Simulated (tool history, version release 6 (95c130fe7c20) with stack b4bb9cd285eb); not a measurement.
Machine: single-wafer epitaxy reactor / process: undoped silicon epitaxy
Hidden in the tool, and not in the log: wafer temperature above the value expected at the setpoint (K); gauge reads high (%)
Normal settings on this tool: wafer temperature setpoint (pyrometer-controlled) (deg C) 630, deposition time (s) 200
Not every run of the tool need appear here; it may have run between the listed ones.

run    hour  wafer temperature setpoint (pyrometer-controlled) (deg C)  deposition time (s)  wafers since the last listed run  hours since the last pyrometer calibration  hours since the gauge calibration  read-back reference wafer on the same gauge, thickness_nm  mean film thickness on the monitor wafer (angstrom)
  1     0.0                                                        636                  200                                 0                                      1188.1                              750.0                                                     19.494                                               226.89
  2    75.1                                                        636                  200                               378                                      1263.2                              825.1                                                     19.488                                               228.17
  3   138.1                                                        636                  200                               317                                      1326.2                              888.1                                                     19.510                                               227.97
  4   241.4                                                        630                  200                               521                                      1429.5                              991.4                                                     19.470                                               199.29
  5   284.3                                                        630                  200                               216                                      1472.4                             1034.3                                                     19.467                                               200.86
  6   368.6                                                        630                  200                               425                                      1556.7                             1118.6                                                     19.527                                               201.30
  7   448.5                                                        630                  200                               403                                      1636.6                             1198.5                                                     19.484                                               199.68
  8   495.2                                                        630                  200                               235                                      1683.3                             1245.2                                                     19.506                                               201.54
  9   533.8                                                        630                  200                               194                                      1721.9                             1283.8                                                     19.471                                               200.95
 10   637.4                                                        630                  200                               522                                      1825.5                             1387.4                                                     19.479                                               200.80
 11   698.8                                                        630                  200                               309                                      1886.9                             1448.8                                                     19.490                                               200.66
 12   773.9                                                        630                  200                               378                                      1962.0                             1523.9                                                     19.502                                               200.02
 13   870.4                                                        630                  200                               486                                      2058.5                             1620.4                                                     19.507                                               196.78
 14   908.9                                                        630                  180                               194                                      2097.0                             1658.9                                                     19.508                                               178.02
 15   968.9                                                        630                  180                               302                                      2157.0                             1718.9                                                     19.514                                               179.74
 16  1064.5                                                        630                  200                               482                                      2252.6                             1814.5                                                     19.496                                               199.43
 17  1128.1                                                        630                  200                               320                                      2316.2                             1878.1                                                     19.498                                               200.19
     1168.2  -- gauge calibrated
 18  1200.3                                                        630                  200                               364                                      2388.4                               32.1                                                     19.491                                               198.19
 19  1284.6                                                        630                  200                               425                                      2472.7                              116.4                                                     19.507                                               201.49
 20  1355.8                                                        630                  200                               359                                      2543.9                              187.6                                                     19.525                                               196.91
     1394.7  -- pyrometer calibrated
 21  1439.9                                                        644                  161                               383                                        45.2                              271.7                                                     19.487                                               220.17
 22  1497.2                                                        630                  200                               289                                       102.5                              329.0                                                     19.504                                               210.19
 23  1536.2                                                        616                  200                               196                                       141.5                              368.0                                                     19.475                                               156.95
 24  1618.7                                                        630                  200                               416                                       224.0                              450.5                                                     19.466                                               206.95
 25  1765.5                                                        630                  173                               740                                       370.8                              597.3                                                     19.491                                               175.28
 26  1858.9                                                        634                  200                               471                                       464.2                              690.7                                                     19.522                                               221.96
 27  1933.9                                                        625                  176                               378                                       539.2                              765.7                                                     19.488                                               163.15
 28  1984.3                                                        630                  200                               254                                       589.6                              816.1                                                     19.485                                               202.71
 29  2032.4                                                        630                  200                               242                                       637.7                              864.2                                                     19.457                                               203.30
 30  2136.9                                                        643                  200                               527                                       742.2                              968.7                                                     19.489                                               260.06
 31  2185.1                                                        630                  200                               243                                       790.4                             1016.9                                                     19.515                                               201.79
 32  2265.5                                                        630                  200                               405                                       870.8                             1097.3                                                     19.490                                               204.80
 33  2352.3                                                        621                  218                               437                                       957.6                             1184.1                                                     19.483                                               182.21
 34  2421.4                                                        626                  200                               348                                      1026.7                             1253.2                                                     19.493                                               186.47
 35  2487.4                                                        641                  164                               332                                      1092.7                             1319.2                                                     19.518                                               204.91
 36  2550.6                                                        630                  200                               318                                      1155.9                             1382.4                                                     19.496                                               200.06
 37  2647.6                                                        630                  200                               489                                      1252.9                             1479.4                                                     19.475                                               199.84
 38  2735.4                                                        624                  213                               442                                      1340.7                             1567.2                                                     19.477                                               187.87
 39  2835.5                                                        639                  200                               504                                      1440.8                             1667.3                                                     19.507                                               239.13
 40  2902.3                                                        642                  210                               336                                      1507.6                             1734.1                                                     19.529                                               265.33
     2935.4  -- gauge calibrated
 41  2946.3                                                        630                  200                               221                                      1551.6                               10.9                                                     19.510                                               197.72

Branching from run 41: 5 alternative next runs. What would each branch give?
  A  2946.8                                                        630                  200                                 2                                      1552.1                               11.4                                                          ?                                                    ?
  B  2946.8                                                        634                  183                                 2                                      1552.1                               11.4                                                          ?                                                    ?
  C  2946.8                                                        630                  213                                 2                                      1552.1                               11.4                                                          ?                                                    ?
  D  2946.8                                                        634                  218                                 2                                      1552.1                               11.4                                                          ?                                                    ?
  E  2946.8                                                        643                  238                                 2                                      1552.1                               11.4                                                          ?                                                    ?

run  read-back reference wafer on the same gauge, thickness_nm  mean film thickness on the monitor wafer (angstrom)
  A                                                     19.518                                               198.53
  B                                                     19.518                                               196.83
  C                                                     19.518                                               211.44
  D                                                     19.518                                               234.48
  E                                                     19.518                                               305.94
With no hidden state in the tool, these same runs would have given:
run  mean film thickness on the monitor wafer (angstrom)
  A                                               209.39
  B                                               207.52
  C                                               223.01
  D                                               247.20
  E                                               322.25

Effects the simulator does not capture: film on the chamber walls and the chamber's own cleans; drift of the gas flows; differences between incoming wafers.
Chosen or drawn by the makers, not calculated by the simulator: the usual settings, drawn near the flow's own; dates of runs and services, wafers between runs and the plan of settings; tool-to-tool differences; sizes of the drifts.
